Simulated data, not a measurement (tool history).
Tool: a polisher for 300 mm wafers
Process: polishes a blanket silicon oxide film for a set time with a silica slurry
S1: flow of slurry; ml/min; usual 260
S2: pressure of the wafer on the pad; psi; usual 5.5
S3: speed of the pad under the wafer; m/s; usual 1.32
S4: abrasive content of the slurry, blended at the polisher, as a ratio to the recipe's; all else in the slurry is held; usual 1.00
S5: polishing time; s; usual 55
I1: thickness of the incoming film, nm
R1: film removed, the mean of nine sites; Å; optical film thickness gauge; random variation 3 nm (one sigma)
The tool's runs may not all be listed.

run	day	S1	S2	S3	S4	S5	I1	R1
1	0.000	260	5.5	1.32	1.00	55	759.1	2026
# day 0.933: slurry nozzle cleaned
2	1.471	260	5.5	1.32	1.00	55	760.4	2142
3	2.400	260	5.5	1.32	1.00	55	773.3	2090
# day 2.725: slurry blender recalibrated
4	3.421	345	5.5	1.32	1.00	55	762.6	2346
5	4.388	260	5.5	1.06	1.00	55	762.9	1889
# day 5.121: worn pad replaced by a new one
6	5.817	350	6.2	1.32	1.25	55	749.6	2809
# day 7.192: conditioning disc replaced and pad reconditioned
7	7.871	260	5.5	1.32	1.00	55	747.5	2223
8	9.017	210	5.5	1.32	1.00	71	770.9	2800
9	9.608	325	6.0	1.32	1.00	55	761.2	2451
10	10.188	260	5.5	1.32	1.00	55	770.9	2225
11	11.604	290	5.5	1.52	1.00	55	770.2	2446
12	12.721	260	6.7	1.78	0.70	38	758.1	1860
13	13.542	260	5.5	1.32	0.85	55	745.6	1988
14	14.192	260	5.5	1.32	1.00	55	769.8	2148
# day 15.450: worn pad replaced by a new one
# day 16.812: slurry blender recalibrated
# day 16.958: slurry nozzle cleaned
15	17.233	260	4.5	1.32	1.00	55	770.0	1930

Run 16 comes next. What will it give?
16	18.550	335	5.5	1.32	1.00	55	763.9	?

Run 16 gave R1 2301 Å.
Without the tool's hidden state the same run would have given R1 2319 Å.
